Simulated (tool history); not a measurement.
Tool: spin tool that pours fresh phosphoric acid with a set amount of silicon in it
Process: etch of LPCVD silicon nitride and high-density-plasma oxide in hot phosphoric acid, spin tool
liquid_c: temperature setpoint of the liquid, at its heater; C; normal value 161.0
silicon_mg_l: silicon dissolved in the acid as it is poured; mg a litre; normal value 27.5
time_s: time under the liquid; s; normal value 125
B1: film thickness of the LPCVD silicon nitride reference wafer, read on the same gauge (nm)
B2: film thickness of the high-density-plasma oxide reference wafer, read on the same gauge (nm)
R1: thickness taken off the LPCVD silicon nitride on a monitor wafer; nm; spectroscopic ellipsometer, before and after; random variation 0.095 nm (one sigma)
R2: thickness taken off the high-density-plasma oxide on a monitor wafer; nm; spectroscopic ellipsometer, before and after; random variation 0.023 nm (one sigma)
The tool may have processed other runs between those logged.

{"run": 1, "hour": 0.0, "liquid_c": 161.0, "silicon_mg_l": 17.0, "time_s": 125, "B1": 109.98, "B2": 130.013, "R1": 10.94, "R2": 0.437}
{"run": 2, "hour": 16.2, "liquid_c": 161.0, "silicon_mg_l": 17.0, "time_s": 125, "B1": 110.0, "B2": 130.001, "R1": 11.1, "R2": 0.415}
{"run": 3, "hour": 36.0, "liquid_c": 161.0, "silicon_mg_l": 17.0, "time_s": 125, "B1": 110.0, "B2": 130.02, "R1": 11.04, "R2": 0.404}
{"run": 4, "hour": 68.2, "liquid_c": 161.0, "silicon_mg_l": 27.5, "time_s": 95, "B1": 110.02, "B2": 130.019, "R1": 8.38, "R2": 0.226}
{"run": 5, "hour": 99.1, "liquid_c": 161.0, "silicon_mg_l": 27.5, "time_s": 125, "B1": 110.01, "B2": 129.978, "R1": 11.16, "R2": 0.272}
{"run": 6, "hour": 132.5, "liquid_c": 161.0, "silicon_mg_l": 27.5, "time_s": 125, "B1": 109.98, "B2": 130.001, "R1": 11.0, "R2": 0.291}
{"run": 7, "hour": 161.0, "liquid_c": 161.0, "silicon_mg_l": 27.5, "time_s": 125, "B1": 109.98, "B2": 129.974, "R1": 10.93, "R2": 0.31}
{"run": 8, "hour": 174.6, "liquid_c": 161.0, "silicon_mg_l": 27.5, "time_s": 125, "B1": 110.0, "B2": 130.001, "R1": 10.81, "R2": 0.316}
{"hour": 178.7, "done": "gauge calibrated"}
{"hour": 193.3, "done": "heated supply line repaired"}
{"run": 9, "hour": 204.8, "liquid_c": 161.0, "silicon_mg_l": 27.5, "time_s": 105, "B1": 110.0, "B2": 129.98, "R1": 10.33, "R2": 0.355}
{"run": 10, "hour": 239.2, "liquid_c": 161.0, "silicon_mg_l": 27.5, "time_s": 125, "B1": 110.02, "B2": 130.009, "R1": 12.5, "R2": 0.414}
{"run": 11, "hour": 265.4, "liquid_c": 159.5, "silicon_mg_l": 21.0, "time_s": 170, "B1": 110.0, "B2": 130.006, "R1": 15.98, "R2": 0.57}
{"run": 12, "hour": 284.3, "liquid_c": 161.0, "silicon_mg_l": 27.5, "time_s": 125, "B1": 110.01, "B2": 129.993, "R1": 12.33, "R2": 0.385}
{"run": 13, "hour": 307.7, "liquid_c": 159.5, "silicon_mg_l": 39.0, "time_s": 100, "B1": 109.99, "B2": 129.99, "R1": 9.35, "R2": 0.177}
{"hour": 315.8, "done": "dissolved silicon flow meter replaced"}
{"run": 14, "hour": 330.8, "liquid_c": 161.0, "silicon_mg_l": 27.5, "time_s": 125, "B1": 110.02, "B2": 129.997, "R1": 12.37, "R2": 0.41}
{"run": 15, "hour": 353.7, "liquid_c": 161.0, "silicon_mg_l": 18.0, "time_s": 145, "B1": 110.03, "B2": 129.976, "R1": 14.18, "R2": 0.633}
{"hour": 361.4, "done": "thermometer replaced"}
{"run": 16, "hour": 389.7, "liquid_c": 161.0, "silicon_mg_l": 27.5, "time_s": 180, "B1": 109.99, "B2": 130.028, "R1": 17.83, "R2": 0.538}
{"run": 17, "hour": 407.6, "liquid_c": 164.0, "silicon_mg_l": 27.5, "time_s": 125, "B1": 110.0, "B2": 130.011, "R1": 13.66, "R2": 0.513}
{"run": 18, "hour": 428.6, "liquid_c": 161.0, "silicon_mg_l": 27.5, "time_s": 55, "B1": 110.01, "B2": 130.015, "R1": 5.37, "R2": 0.183}
{"run": 19, "hour": 455.4, "liquid_c": 161.0, "silicon_mg_l": 27.5, "time_s": 75, "B1": 110.03, "B2": 130.014, "R1": 7.27, "R2": 0.236}
{"run": 20, "hour": 480.9, "liquid_c": 158.5, "silicon_mg_l": 27.5, "time_s": 195, "B1": 110.0, "B2": 129.993, "R1": 17.44, "R2": 0.507}

Below are 5 alternative next runs, each starting from the tool's condition after run 20. Predict each:
{"run": "A", "hour": 481.4, "liquid_c": 159.0, "silicon_mg_l": 27.5, "time_s": 125, "B1": "?", "B2": "?", "R1": "?", "R2": "?"}
{"run": "B", "hour": 481.4, "liquid_c": 163.5, "silicon_mg_l": 27.5, "time_s": 125, "B1": "?", "B2": "?", "R1": "?", "R2": "?"}
{"run": "C", "hour": 481.4, "liquid_c": 164.0, "silicon_mg_l": 46.5, "time_s": 190, "B1": "?", "B2": "?", "R1": "?", "R2": "?"}
{"run": "D", "hour": 481.4, "liquid_c": 158.5, "silicon_mg_l": 44.0, "time_s": 125, "B1": "?", "B2": "?", "R1": "?", "R2": "?"}
{"run": "E", "hour": 481.4, "liquid_c": 163.0, "silicon_mg_l": 19.0, "time_s": 70, "B1": "?", "B2": "?", "R1": "?", "R2": "?"}

run=A B1=110.02 B2=130.005 R1=11.44 R2=0.326
run=B B1=110.02 B2=130.005 R1=13.31 R2=0.454
run=C B1=110.02 B2=130.005 R1=20.57 R2=0.272
run=D B1=110.02 B2=130.005 R1=11.25 R2=0.126
run=E B1=110.02 B2=130.005 R1=7.33 R2=0.321
With no hidden state in the tool, these same runs would have given:
run=A R1=11.73 R2=0.344
run=B R1=13.63 R2=0.479
run=C R1=21.07 R2=0.287
run=D R1=11.53 R2=0.133
run=E R1=7.51 R2=0.339
